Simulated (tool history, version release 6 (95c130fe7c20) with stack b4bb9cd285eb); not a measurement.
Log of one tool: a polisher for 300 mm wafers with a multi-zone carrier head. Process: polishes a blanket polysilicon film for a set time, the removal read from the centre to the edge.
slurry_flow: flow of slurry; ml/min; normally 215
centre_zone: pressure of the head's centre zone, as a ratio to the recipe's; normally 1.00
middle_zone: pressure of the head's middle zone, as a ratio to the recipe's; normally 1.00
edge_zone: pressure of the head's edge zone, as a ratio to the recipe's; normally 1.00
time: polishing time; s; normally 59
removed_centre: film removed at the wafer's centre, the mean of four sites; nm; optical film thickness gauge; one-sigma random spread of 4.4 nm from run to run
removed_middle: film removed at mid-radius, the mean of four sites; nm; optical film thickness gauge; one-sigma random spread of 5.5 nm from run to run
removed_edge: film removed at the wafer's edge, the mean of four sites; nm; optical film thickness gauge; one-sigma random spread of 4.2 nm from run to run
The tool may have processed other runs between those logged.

run	hour	slurry_flow	centre_zone	middle_zone	edge_zone	time	wafers since the last listed run	wafers polished on this pad	hours since the slurry nozzle was cleaned	hours since the centre zone pressure was calibrated	hours since the edge zone pressure was calibrated	hours since the carrier head's membrane was replaced	incoming thickness of the incoming film, nm	removed_centre	removed_middle	removed_edge
1	0.0	215	1.00	1.00	1.00	59	0	876	508.0	1092.0	665.4	1128.4	1463.9	466.1	455.7	463.2
2	13.5	215	1.00	1.00	1.00	59	162	1038	521.5	1105.5	678.9	1141.9	1443.1	454.1	460.0	466.3
# hour 21.2: slurry nozzle cleaned
# hour 25.5: worn pad replaced by a new one
3	26.0	215	1.00	1.00	1.00	59	90	5	4.8	1118.0	691.4	1154.4	1443.6	455.4	460.0	458.5
# hour 38.1: carrier head's membrane replaced by a new one
4	49.1	215	1.00	1.00	1.00	59	217	223	27.9	1141.1	714.5	11.0	1481.1	453.2	470.2	470.1
# hour 63.1: centre zone pressure recalibrated
# hour 66.3: edge zone pressure recalibrated
5	66.8	215	1.00	1.00	1.00	59	164	387	45.6	3.7	0.5	28.7	1469.9	458.8	464.0	468.0
6	78.5	215	1.00	1.00	1.00	59	140	527	57.3	15.4	12.2	40.4	1486.2	461.4	462.4	457.4
7	95.6	215	1.00	1.00	1.00	59	205	733	74.4	32.5	29.3	57.5	1483.8	460.2	467.5	455.2
8	109.5	215	1.00	0.95	1.00	59	166	899	88.3	46.4	43.2	71.4	1464.7	458.2	446.5	456.1
# hour 126.5: worn pad replaced by a new one
9	127.0	150	1.04	1.00	0.95	42	162	5	105.8	63.9	60.7	88.9	1480.1	320.5	312.4	306.0
10	139.1	215	1.00	0.89	1.00	59	145	150	117.9	76.0	72.8	101.0	1471.2	457.6	427.6	467.7
11	145.7	215	1.00	1.07	0.89	59	79	230	124.5	82.6	79.4	107.6	1476.4	457.9	486.4	443.0
12	157.9	215	1.00	1.00	1.00	59	146	376	136.7	94.8	91.6	119.8	1441.2	467.0	465.8	464.3
13	170.4	215	0.95	1.00	1.00	51	150	526	149.2	107.3	104.1	132.3	1451.4	373.2	405.5	398.2
14	179.9	215	1.00	1.00	1.00	59	114	640	158.7	116.8	113.6	141.8	1456.6	462.3	457.8	460.4
15	196.4	150	1.00	1.00	0.93	41	198	838	175.2	133.3	130.1	158.3	1478.4	301.8	297.9	299.5
16	207.9	250	1.00	1.12	1.00	59	138	976	186.7	144.8	141.6	169.8	1446.1	467.7	508.5	465.8
17	224.6	215	1.00	1.00	1.00	59	200	1176	203.4	161.5	158.3	186.5	1474.7	460.4	458.2	465.4
# hour 236.5: worn pad replaced by a new one
18	237.2	215	1.00	1.00	1.00	59	103	8	216.0	174.1	170.9	199.1	1453.0	460.6	463.6	459.1
19	252.2	265	1.10	1.00	1.00	59	180	188	231.0	189.1	185.9	214.1	1457.2	521.4	469.2	467.9
20	262.9	215	1.00	1.00	1.00	59	128	317	241.7	199.8	196.6	224.8	1468.7	465.7	454.9	463.0
21	277.5	215	1.00	1.08	1.00	59	175	492	256.3	214.4	211.2	239.4	1446.6	456.4	489.0	462.4
22	292.0	215	1.00	1.00	1.00	45	174	666	270.8	228.9	225.7	253.9	1458.1	350.6	353.1	348.8
23	304.4	215	1.00	1.00	1.00	59	148	815	283.2	241.3	238.1	266.3	1466.7	459.6	455.9	464.4

How the hidden state differs across the entries between the runs, from the last listed run before each to the first after it:
Run 2 -> run 3: slurry nozzle cleaned (hour 21.2); worn pad replaced by a new one (hour 25.5)
  both runs share identical hidden conditions
Run 3 -> run 4: carrier head's membrane replaced by a new one (hour 38.1)
  both runs share identical hidden conditions
Run 4 -> run 5: centre zone pressure recalibrated (hour 63.1); edge zone pressure recalibrated (hour 66.3)
  both runs share identical hidden conditions
Run 8 -> run 9: worn pad replaced by a new one (hour 126.5)
  both runs share identical hidden conditions
Run 17 -> run 18: worn pad replaced by a new one (hour 236.5)
  both runs share identical hidden conditions
